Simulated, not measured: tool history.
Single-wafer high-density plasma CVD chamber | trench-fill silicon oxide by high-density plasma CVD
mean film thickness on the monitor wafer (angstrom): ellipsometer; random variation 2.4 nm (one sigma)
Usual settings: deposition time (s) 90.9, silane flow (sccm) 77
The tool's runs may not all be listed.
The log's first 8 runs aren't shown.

run     day  deposition time (s)  silane flow (sccm)  wafers since the last listed run  hours since the silane flow controller was replaced  hours since the gauge calibration  read-back reference wafer on the same gauge, thickness_nm  mean film thickness on the monitor wafer (angstrom)
  9  16.071                 90.9                  77                               739                                               3107.2                             1252.3                                                    782.736                                              6921.87
 10  18.483                 90.9                  77                               665                                               3165.1                             1310.2                                                    782.152                                              6928.18
 11  21.304                 98.3                  67                               777                                               3232.8                             1377.9                                                    781.835                                              6526.09
 12  22.421                 85.5                  70                               307                                               3259.6                             1404.7                                                    781.308                                              5913.76
 13  24.779                 85.5                  70                               650                                               3316.2                             1461.3                                                    782.237                                              5905.81
 14  26.342                 90.9                  66                               430                                               3353.7                             1498.8                                                    781.522                                              5949.09
 15  27.900                 90.9                  66                               429                                               3391.1                             1536.2                                                    782.461                                              5942.14
 16  29.317                 90.9                  77                               390                                               3425.1                             1570.2                                                    781.914                                              6935.60
     30.358  -- gauge calibrated
 17  30.721                 90.9                  77                               387                                               3458.8                                8.7                                                    782.034                                              6911.88
     32.192  -- silane flow controller replaced
 18  32.475                 90.9                  77                               391                                                  6.8                               50.8                                                    781.938                                              7187.84
 19  33.854                 90.9                  63                               380                                                 39.9                               83.9                                                    781.214                                              5884.64
 20  36.492                 83.2                  89                               727                                                103.2                              147.2                                                    782.028                                              7506.54
 21  38.300                 90.9                  70                               498                                                146.6                              190.6                                                    782.226                                              6485.16
 22  39.892                107.0                  65                               438                                                184.8                              228.8                                                    782.246                                              7062.42
 23  40.921                 81.8                  77                               283                                                209.5                              253.5                                                    782.844                                              6375.67
 24  43.275                 90.9                  77                               649                                                266.0                              310.0                                                    781.593                                              7118.94
 25  46.079                 90.9                  71                               773                                                333.3                              377.3                                                    781.624                                              6520.64

The next listed run, before its measurement:
 26  47.658                 80.2                  63                               435                                                371.2                              415.2                                                          ?                                                    ?

{"run 26": {"read-back reference wafer on the same gauge, thickness_nm": 781.958, "mean film thickness on the monitor wafer (angstrom)": 5096.34}}
Without the tool's hidden state the same run would have given mean film thickness on the monitor wafer (angstrom) 5141.37.
